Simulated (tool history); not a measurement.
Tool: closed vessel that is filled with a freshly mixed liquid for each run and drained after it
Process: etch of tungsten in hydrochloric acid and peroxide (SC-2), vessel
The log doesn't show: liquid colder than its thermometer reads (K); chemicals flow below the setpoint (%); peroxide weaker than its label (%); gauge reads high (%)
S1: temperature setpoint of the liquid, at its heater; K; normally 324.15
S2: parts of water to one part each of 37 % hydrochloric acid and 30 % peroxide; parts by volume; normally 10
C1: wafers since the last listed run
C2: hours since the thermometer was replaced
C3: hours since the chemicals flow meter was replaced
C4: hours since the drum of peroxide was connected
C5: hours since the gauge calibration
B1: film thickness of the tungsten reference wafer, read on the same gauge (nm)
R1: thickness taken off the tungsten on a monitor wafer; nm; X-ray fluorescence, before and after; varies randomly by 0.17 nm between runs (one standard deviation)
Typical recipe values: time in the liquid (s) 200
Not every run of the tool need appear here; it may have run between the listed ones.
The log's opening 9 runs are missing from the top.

At hour 183.2: new drum of peroxide connected.
Run 10, hour 208.1: usual settings but S2 8.5 parts by volume, time in the liquid (s) 300; C1 2477; C2 96.2; C3 229.4; C4 24.9; C5 480.6; B1 79.03. Result: R1 69.91 nm.
Run 11, hour 236.8: usual settings but S1 329.15 K, S2 13.5 parts by volume, time in the liquid (s) 260; C1 2799; C2 124.9; C3 258.1; C4 53.6; C5 509.3; B1 78.88. Result: R1 56.92 nm.
Run 12, hour 251.2: usual settings but S2 5.5 parts by volume, time in the liquid (s) 285; C1 1404; C2 139.3; C3 272.5; C4 68; C5 523.7; B1 78.82. Result: R1 92.96 nm.
Run 13, hour 263.5: usual settings but S1 320.65 K, S2 13 parts by volume, time in the liquid (s) 255; C1 1199; C2 151.6; C3 284.8; C4 80.3; C5 536; B1 78.72. Result: R1 32.71 nm.
Run 14, hour 292.1: usual settings but S1 328.65 K; C1 2789; C2 180.2; C3 313.4; C4 108.9; C5 564.6; B1 78.56. Result: R1 54.52 nm.
Run 15, hour 325.7: usual settings but S1 334.15 K, S2 15 parts by volume; C1 3277; C2 213.8; C3 347; C4 142.5; C5 598.2; B1 78.39. Result: R1 54.49 nm.
At hour 327.3: gauge calibrated.
Run 16, hour 346.2: usual settings but S1 316.65 K, time in the liquid (s) 110; C1 1999; C2 234.3; C3 367.5; C4 163; C5 18.9; B1 79.68. Result: R1 13.6 nm.
Run 17, hour 370.2: usual settings but S1 334.15 K, S2 15 parts by volume; C1 2340; C2 258.3; C3 391.5; C4 187; C5 42.9; B1 79.66. Result: R1 55.75 nm.
Run 18, hour 393.6: usual settings but S2 5.5 parts by volume, time in the liquid (s) 125; C1 2282; C2 281.7; C3 414.9; C4 210.4; C5 66.3; B1 79.66. Result: R1 41.33 nm.
Run 19, hour 422: usual settings; C1 2769; C2 310.1; C3 443.3; C4 238.8; C5 94.7; B1 79.64. Result: R1 41.37 nm.
Run 20, hour 464.8: usual settings but S1 332.15 K; C1 4174; C2 352.9; C3 486.1; C4 281.6; C5 137.5; B1 79.53. Result: R1 68.95 nm.
Run 21, hour 486.8: usual settings but time in the liquid (s) 285; C1 2145; C2 374.9; C3 508.1; C4 303.6; C5 159.5; B1 79.56. Result: R1 59.09 nm.
Run 22, hour 503.5: usual settings but S1 319.15 K, S2 11.5 parts by volume, time in the liquid (s) 240; C1 1628; C2 391.6; C3 524.8; C4 320.3; C5 176.2; B1 79.48. Result: R1 31.47 nm.
Run 23, hour 518: usual settings; C1 1414; C2 406.1; C3 539.3; C4 334.8; C5 190.7; B1 79.49. Result: R1 41.02 nm.
Run 24, hour 549.3: usual settings; C1 3052; C2 437.4; C3 570.6; C4 366.1; C5 222; B1 79.47. Result: R1 41.03 nm.
Run 25, hour 583.8: usual settings but S1 333.65 K, S2 7 parts by volume; C1 3364; C2 471.9; C3 605.1; C4 400.6; C5 256.5; B1 79.31. Result: R1 100.94 nm.
Run 26, hour 610.3: usual settings but S1 328.65 K, S2 13.5 parts by volume; C1 2584; C2 498.4; C3 631.6; C4 427.1; C5 283; B1 79.25. Result: R1 42.6 nm.
Run 27, hour 627.8: usual settings but S1 331.65 K, S2 8.5 parts by volume, time in the liquid (s) 320; C1 1706; C2 515.9; C3 649.1; C4 444.6; C5 300.5; B1 79.22. Result: R1 121.31 nm.
Run 28, hour 672.6: usual settings but S2 7.5 parts by volume; C1 4369; C2 560.7; C3 693.9; C4 489.4; C5 345.3; B1 79.08. Result: R1 51.5 nm.
Run 29, hour 695.5: usual settings but time in the liquid (s) 105; C1 2233; C2 583.6; C3 716.8; C4 512.3; C5 368.2; B1 78.99. Result: R1 21.52 nm.
Run 30, hour 718.2: usual settings but S1 334.15 K, S2 15 parts by volume; C1 2213; C2 606.3; C3 739.5; C4 535; C5 390.9; B1 78.88. Result: R1 55.23 nm.
At hour 732.7: thermometer replaced.
Run 31, hour 744.6: usual settings; C1 2477; C2 11.9; C3 765.9; C4 561.4; C5 417.3; B1 78.85. Result: R1 40.73 nm.

Forecast each of these 3 alternatives for the next run:
Run A, hour 745.3: usual settings; C1 68; C2 12.6; C3 766.6; C4 562.1; C5 418; B1 ?. Result: R1 ?.
Run B, hour 745.3: usual settings but S1 331.65 K, S2 7 parts by volume, time in the liquid (s) 275; C1 68; C2 12.6; C3 766.6; C4 562.1; C5 418; B1 ?. Result: R1 ?.
Run C, hour 745.3: usual settings but S1 316.65 K; C1 68; C2 12.6; C3 766.6; C4 562.1; C5 418; B1 ?. Result: R1 ?.

run     B1      R1
  A  78.81    40.8
  B  78.81  121.57
  C  78.81   24.53
Had the tool no hidden state, the same runs would have come out as:
run      R1
  A   41.43
  B  123.44
  C   24.91

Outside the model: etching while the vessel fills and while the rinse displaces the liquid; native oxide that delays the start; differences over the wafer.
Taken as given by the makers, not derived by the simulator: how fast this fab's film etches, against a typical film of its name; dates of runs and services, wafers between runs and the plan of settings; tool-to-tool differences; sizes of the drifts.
